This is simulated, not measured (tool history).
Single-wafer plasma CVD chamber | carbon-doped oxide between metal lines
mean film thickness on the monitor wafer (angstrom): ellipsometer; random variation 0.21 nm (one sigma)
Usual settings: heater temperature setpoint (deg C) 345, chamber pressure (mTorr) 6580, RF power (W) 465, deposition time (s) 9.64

| run | hour | heater temperature setpoint (deg C) | chamber pressure (mTorr) | RF power (W) | deposition time (s) | wafers since the last listed run | hours since the last thermocouple change | hours since the last RF generator calibration | hours since the last manometer calibration | hours since the showerhead was replaced | hours since the gauge calibration | read-back reference wafer on the same gauge, thickness_nm | mean film thickness on the monitor wafer (angstrom) |
|---|---|---|---|---|---|---|---|---|---|---|---|---|---|
| 1 | 0.0 | 345 | 6580 | 465 | 8.97 | 0 | 331.7 | 304.7 | 307.2 | 4019.8 | 2294.1 | 43.447 | 445.11 |
| 2 | 92.8 | 345 | 6580 | 465 | 9.64 | 3097 | 424.5 | 397.5 | 400.0 | 4112.6 | 2386.9 | 43.514 | 474.10 |
| 3 | 183.9 | 345 | 5600 | 465 | 9.14 | 3041 | 515.6 | 488.6 | 491.1 | 4203.7 | 2478.0 | 43.487 | 430.84 |
| 4 | 290.5 | 345 | 5600 | 465 | 9.14 | 3558 | 622.2 | 595.2 | 597.7 | 4310.3 | 2584.6 | 43.425 | 433.80 |
| 5 | 356.9 | 345 | 5600 | 465 | 9.14 | 2216 | 688.6 | 661.6 | 664.1 | 4376.7 | 2651.0 | 43.518 | 432.56 |
| 6 | 405.4 | 345 | 6580 | 465 | 9.64 | 1618 | 737.1 | 710.1 | 712.6 | 4425.2 | 2699.5 | 43.499 | 474.03 |
| 7 | 505.9 | 345 | 6580 | 465 | 9.64 | 3354 | 837.6 | 810.6 | 813.1 | 4525.7 | 2800.0 | 43.561 | 471.46 |
|  | 726.3 | capacitance manometer re-zeroed and calibrated |
| 8 | 739.6 | 345 | 6580 | 465 | 9.64 | 7534 | 1071.3 | 1044.3 | 13.3 | 4759.4 | 3033.7 | 43.468 | 471.90 |
|  | 758.7 | showerhead replaced |
|  | 797.1 | RF generator calibrated |
| 9 | 823.1 | 345 | 7260 | 465 | 9.64 | 2253 | 1154.8 | 26.0 | 96.8 | 64.4 | 3117.2 | 43.517 | 472.44 |
| 10 | 888.0 | 345 | 6580 | 465 | 9.64 | 2166 | 1219.7 | 90.9 | 161.7 | 129.3 | 3182.1 | 43.587 | 468.51 |
| 11 | 988.4 | 345 | 6580 | 465 | 9.64 | 3351 | 1320.1 | 191.3 | 262.1 | 229.7 | 3282.5 | 43.540 | 466.14 |
| 12 | 1090.2 | 345 | 6580 | 405 | 8.12 | 3398 | 1421.9 | 293.1 | 363.9 | 331.5 | 3384.3 | 43.509 | 374.71 |
| 13 | 1140.4 | 345 | 6580 | 465 | 9.64 | 1675 | 1472.1 | 343.3 | 414.1 | 381.7 | 3434.5 | 43.453 | 469.74 |
|  | 1172.9 | gauge calibrated |
| 14 | 1192.7 | 345 | 4970 | 465 | 9.64 | 1745 | 1524.4 | 395.6 | 466.4 | 434.0 | 19.8 | 43.604 | 438.60 |
| 15 | 1399.4 | 349 | 7810 | 395 | 9.64 | 6899 | 1731.1 | 602.3 | 673.1 | 640.7 | 226.5 | 43.487 | 444.30 |
| 16 | 1467.3 | 345 | 6580 | 465 | 9.64 | 2266 | 1799.0 | 670.2 | 741.0 | 708.6 | 294.4 | 43.471 | 470.42 |
| 17 | 1522.2 | 345 | 6580 | 465 | 9.64 | 1832 | 1853.9 | 725.1 | 795.9 | 763.5 | 349.3 | 43.559 | 472.24 |
| 18 | 1592.2 | 345 | 5810 | 465 | 9.64 | 2336 | 1923.9 | 795.1 | 865.9 | 833.5 | 419.3 | 43.495 | 457.26 |
| 19 | 1697.1 | 351 | 6580 | 465 | 9.64 | 3501 | 2028.8 | 900.0 | 970.8 | 938.4 | 524.2 | 43.512 | 457.15 |
|  | 1733.3 | capacitance manometer re-zeroed and calibrated |
|  | 1755.0 | thermocouple changed; heater temperature recalibrated |
| 20 | 1799.7 | 339 | 5460 | 385 | 10.38 | 2890 | 44.7 | 1002.6 | 66.4 | 1041.0 | 626.8 | 43.500 | 470.97 |
|  | 1851.4 | RF generator calibrated |
| 21 | 2110.6 | 345 | 6580 | 555 | 9.64 | 10111 | 355.6 | 259.2 | 377.3 | 1351.9 | 937.7 | 43.459 | 507.44 |
| 22 | 2210.1 | 345 | 7140 | 465 | 9.64 | 3321 | 455.1 | 358.7 | 476.8 | 1451.4 | 1037.2 | 43.456 | 481.24 |
| 23 | 2300.4 | 345 | 6580 | 465 | 9.64 | 3014 | 545.4 | 449.0 | 567.1 | 1541.7 | 1127.5 | 43.595 | 473.33 |
| 24 | 2362.8 | 345 | 6580 | 465 | 9.64 | 2082 | 607.8 | 511.4 | 629.5 | 1604.1 | 1189.9 | 43.506 | 477.69 |
| 25 | 2439.6 | 345 | 6580 | 465 | 9.64 | 2563 | 684.6 | 588.2 | 706.3 | 1680.9 | 1266.7 | 43.410 | 475.08 |
| 26 | 2524.9 | 351 | 8210 | 390 | 9.64 | 2847 | 769.9 | 673.5 | 791.6 | 1766.2 | 1352.0 | 43.478 | 443.58 |
| 27 | 2562.6 | 331 | 6580 | 465 | 9.64 | 1258 | 807.6 | 711.2 | 829.3 | 1803.9 | 1389.7 | 43.514 | 497.13 |
| 28 | 2614.7 | 345 | 6580 | 505 | 11.39 | 1739 | 859.7 | 763.3 | 881.4 | 1856.0 | 1441.8 | 43.614 | 575.33 |

How the hidden state differs across the entries between the runs, from the last listed run before each to the first after it:
Between runs 7 and 8: capacitance manometer re-zeroed and calibrated (hour 726.3)
  wafer temperature above the value expected at the setpoint (K): 5.11 -> 5.65
  measured less the result without the state, mean film thickness on the monitor wafer (angstrom): -8.11 -> -8.93
Between runs 8 and 9: showerhead replaced (hour 758.7); RF generator calibrated (hour 797.1)
  wafer temperature above the value expected at the setpoint (K): 5.65 -> 5.8
  measured less the result without the state, mean film thickness on the monitor wafer (angstrom): -8.93 -> -9.18
Between runs 13 and 14: gauge calibrated (hour 1172.9)
  wafer temperature above the value expected at the setpoint (K): 6.25 -> 6.31
  measured less the result without the state, mean film thickness on the monitor wafer (angstrom): -9.78 -> -9.21
Between runs 19 and 20: capacitance manometer re-zeroed and calibrated (hour 1733.3); thermocouple changed; heater temperature recalibrated (hour 1755.0)
  wafer temperature above the value expected at the setpoint (K): 6.68 -> 0.31
  measured less the result without the state, mean film thickness on the monitor wafer (angstrom): -9.45 -> -0.54
Between runs 20 and 21: RF generator calibrated (hour 1851.4)
  wafer temperature above the value expected at the setpoint (K): 0.31 -> 2.43
  measured less the result without the state, mean film thickness on the monitor wafer (angstrom): -0.54 -> -4.18
